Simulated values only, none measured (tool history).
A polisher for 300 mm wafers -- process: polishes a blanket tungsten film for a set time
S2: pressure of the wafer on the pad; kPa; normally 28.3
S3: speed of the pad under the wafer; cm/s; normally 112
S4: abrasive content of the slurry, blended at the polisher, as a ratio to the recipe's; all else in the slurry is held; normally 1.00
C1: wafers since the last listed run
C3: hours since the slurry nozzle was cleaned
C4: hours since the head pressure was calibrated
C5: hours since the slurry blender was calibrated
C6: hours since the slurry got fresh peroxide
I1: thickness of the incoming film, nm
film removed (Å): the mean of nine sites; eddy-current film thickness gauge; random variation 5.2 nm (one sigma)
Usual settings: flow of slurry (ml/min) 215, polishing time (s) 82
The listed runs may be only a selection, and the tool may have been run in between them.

Run 1, hour 0.0: usual settings but S3 124 cm/s; C1 0; wafers polished on this pad 1535; C3 40.2; C4 3.0; C5 65.1; C6 29.7; I1 1353.2. Result: film removed (Å) 4873.
Run 2, hour 32.9: usual settings but polishing time (s) 100; C1 231; wafers polished on this pad 1766; C3 73.1; C4 35.9; C5 98.0; C6 62.6; I1 1359.2. Result: film removed (Å) 5103.
Run 3, hour 55.9: usual settings but polishing time (s) 100; C1 161; wafers polished on this pad 1928; C3 96.1; C4 58.9; C5 121.0; C6 85.6; I1 1360.4. Result: film removed (Å) 5054.
At hour 71.2: worn pad replaced by a new one.
Run 4, hour 73.2: usual settings but polishing time (s) 100; C1 93; wafers polished on this pad 13; C3 113.4; C4 76.2; C5 138.3; C6 102.9; I1 1360.8. Result: film removed (Å) 5637.
Run 5, hour 108.8: usual settings but S2 36.5 kPa, S3 98 cm/s; C1 249; wafers polished on this pad 263; C3 149.0; C4 111.8; C5 173.9; C6 138.5; I1 1358.3. Result: film removed (Å) 5147.
Run 6, hour 137.5: usual settings; C1 201; wafers polished on this pad 465; C3 177.7; C4 140.5; C5 202.6; C6 167.2; I1 1371.3. Result: film removed (Å) 4572.
Run 7, hour 186.1: usual settings but S4 0.85, polishing time (s) 73; C1 341; wafers polished on this pad 806; C3 226.3; C4 189.1; C5 251.2; C6 215.8; I1 1366.4. Result: film removed (Å) 3735.
At hour 197.4: slurry tank refilled with fresh slurry and peroxide.
Run 8, hour 199.1: usual settings but S3 140 cm/s, polishing time (s) 103; C1 84; wafers polished on this pad 890; C3 239.3; C4 202.1; C5 264.2; C6 1.7; I1 1337.2. Result: film removed (Å) 7482.
At hour 217.2: slurry blender recalibrated.
Run 9, hour 217.7: usual settings; C1 116; wafers polished on this pad 1007; C3 257.9; C4 220.7; C5 0.5; C6 20.3; I1 1365.7. Result: film removed (Å) 4680.
Run 10, hour 239.0: usual settings but S3 100 cm/s, polishing time (s) 101; C1 149; wafers polished on this pad 1156; C3 279.2; C4 242.0; C5 21.8; C6 41.6; I1 1338.1. Result: film removed (Å) 5162.
Run 11, hour 265.9: usual settings but flow of slurry (ml/min) 285; C1 188; wafers polished on this pad 1345; C3 306.1; C4 268.9; C5 48.7; C6 68.5; I1 1346.4. Result: film removed (Å) 4714.
Run 12, hour 279.1: usual settings but S3 140 cm/s, polishing time (s) 103; C1 92; wafers polished on this pad 1438; C3 319.3; C4 282.1; C5 61.9; C6 81.7; I1 1352.1. Result: film removed (Å) 6811.
Run 13, hour 295.2: usual settings but S3 152 cm/s, S4 1.30; C1 113; wafers polished on this pad 1551; C3 335.4; C4 298.2; C5 78.0; C6 97.8; I1 1364.1. Result: film removed (Å) 6230.
At hour 303.8: worn pad replaced by a new one.
Run 14, hour 337.7: usual settings but S2 21.4 kPa, S3 144 cm/s, S4 1.30; C1 270; wafers polished on this pad 237; C3 377.9; C4 340.7; C5 120.5; C6 140.3; I1 1360.2. Result: film removed (Å) 5202.
At hour 357.9: head pressure recalibrated.
Run 15, hour 361.3: usual settings but flow of slurry (ml/min) 275, S4 1.20; C1 151; wafers polished on this pad 389; C3 401.5; C4 3.4; C5 144.1; C6 163.9; I1 1349.4. Result: film removed (Å) 5125.
Run 16, hour 388.6: usual settings but flow of slurry (ml/min) 280, S2 35.9 kPa, S3 88 cm/s, S4 1.30; C1 191; wafers polished on this pad 581; C3 428.8; C4 30.7; C5 171.4; C6 191.2; I1 1361.3. Result: film removed (Å) 5147.
Run 17, hour 419.2: usual settings but S2 21.4 kPa, S4 0.90; C1 214; wafers polished on this pad 796; C3 459.4; C4 61.3; C5 202.0; C6 221.8; I1 1335.1. Result: film removed (Å) 3462.
At hour 433.6: slurry nozzle cleaned.
At hour 487.3: slurry tank refilled with fresh slurry and peroxide.
Run 18, hour 489.9: usual settings but flow of slurry (ml/min) 270, S4 0.70; C1 482; wafers polished on this pad 1278; C3 56.3; C4 132.0; C5 272.7; C6 2.6; I1 1343.4. Result: film removed (Å) 4279.
Run 19, hour 513.6: usual settings; C1 166; wafers polished on this pad 1445; C3 80.0; C4 155.7; C5 296.4; C6 26.3; I1 1349.9. Result: film removed (Å) 4634.
Run 20, hour 530.0: usual settings but flow of slurry (ml/min) 140; C1 115; wafers polished on this pad 1560; C3 96.4; C4 172.1; C5 312.8; C6 42.7; I1 1345.3. Result: film removed (Å) 4253.
At hour 532.9: slurry blender recalibrated.
At hour 559.2: worn pad replaced by a new one.
Run 21, hour 561.9: usual settings; C1 181; wafers polished on this pad 19; C3 128.3; C4 204.0; C5 29.0; C6 74.6; I1 1365.0. Result: film removed (Å) 4912.
Run 22, hour 595.3: usual settings but S3 80 cm/s, S4 1.20, polishing time (s) 58; C1 234; wafers polished on this pad 253; C3 161.7; C4 237.4; C5 62.4; C6 108.0; I1 1335.1. Result: film removed (Å) 2679.
Run 23, hour 618.2: usual settings but S2 37.2 kPa, S3 128 cm/s, polishing time (s) 90; C1 160; wafers polished on this pad 414; C3 184.6; C4 260.3; C5 85.3; C6 130.9; I1 1350.0. Result: film removed (Å) 7573.
At hour 680.8: head pressure recalibrated.
Run 24, hour 723.1: usual settings but flow of slurry (ml/min) 185, S3 142 cm/s, S4 1.25, polishing time (s) 95; C1 722; wafers polished on this pad 1137; C3 289.5; C4 42.3; C5 190.2; C6 235.8; I1 1362.5. Result: film removed (Å) 6553.
At hour 745.8: slurry tank refilled with fresh slurry and peroxide.
Run 25, hour 751.3: usual settings but polishing time (s) 100; C1 191; wafers polished on this pad 1328; C3 317.7; C4 70.5; C5 218.4; C6 5.5; I1 1360.3. Result: film removed (Å) 5615.
At hour 780.2: slurry blender recalibrated.
Run 26, hour 780.7: usual settings; C1 192; wafers polished on this pad 1520; C3 347.1; C4 99.9; C5 0.5; C6 34.9; I1 1347.2. Result: film removed (Å) 4564.

Alternative continuations, all from the tool just after run 26; predict every row:
Run A, hour 781.2: usual settings but flow of slurry (ml/min) 290; C1 3; wafers polished on this pad 1524; C3 347.6; C4 100.4; C5 1.0; C6 35.4; I1 1370.4. Result: film removed (Å) ?.
Run B, hour 781.2: usual settings but flow of slurry (ml/min) 160, S2 33.1 kPa, S4 1.30, polishing time (s) 105; C1 3; wafers polished on this pad 1524; C3 347.6; C4 100.4; C5 1.0; C6 35.4; I1 1370.4. Result: film removed (Å) ?.
Run C, hour 781.2: usual settings but flow of slurry (ml/min) 280, S3 74 cm/s; C1 3; wafers polished on this pad 1524; C3 347.6; C4 100.4; C5 1.0; C6 35.4; I1 1370.4. Result: film removed (Å) ?.
Run D, hour 781.2: usual settings but flow of slurry (ml/min) 285, polishing time (s) 72; C1 3; wafers polished on this pad 1524; C3 347.6; C4 100.4; C5 1.0; C6 35.4; I1 1370.4. Result: film removed (Å) ?.

run  film removed (Å)
  A              4630
  B              6833
  C              3183
  D              4059
Without the tool's unlogged condition, the same runs would have read:
run  film removed (Å)
  A              5137
  B              7581
  C              3532
  D              4504

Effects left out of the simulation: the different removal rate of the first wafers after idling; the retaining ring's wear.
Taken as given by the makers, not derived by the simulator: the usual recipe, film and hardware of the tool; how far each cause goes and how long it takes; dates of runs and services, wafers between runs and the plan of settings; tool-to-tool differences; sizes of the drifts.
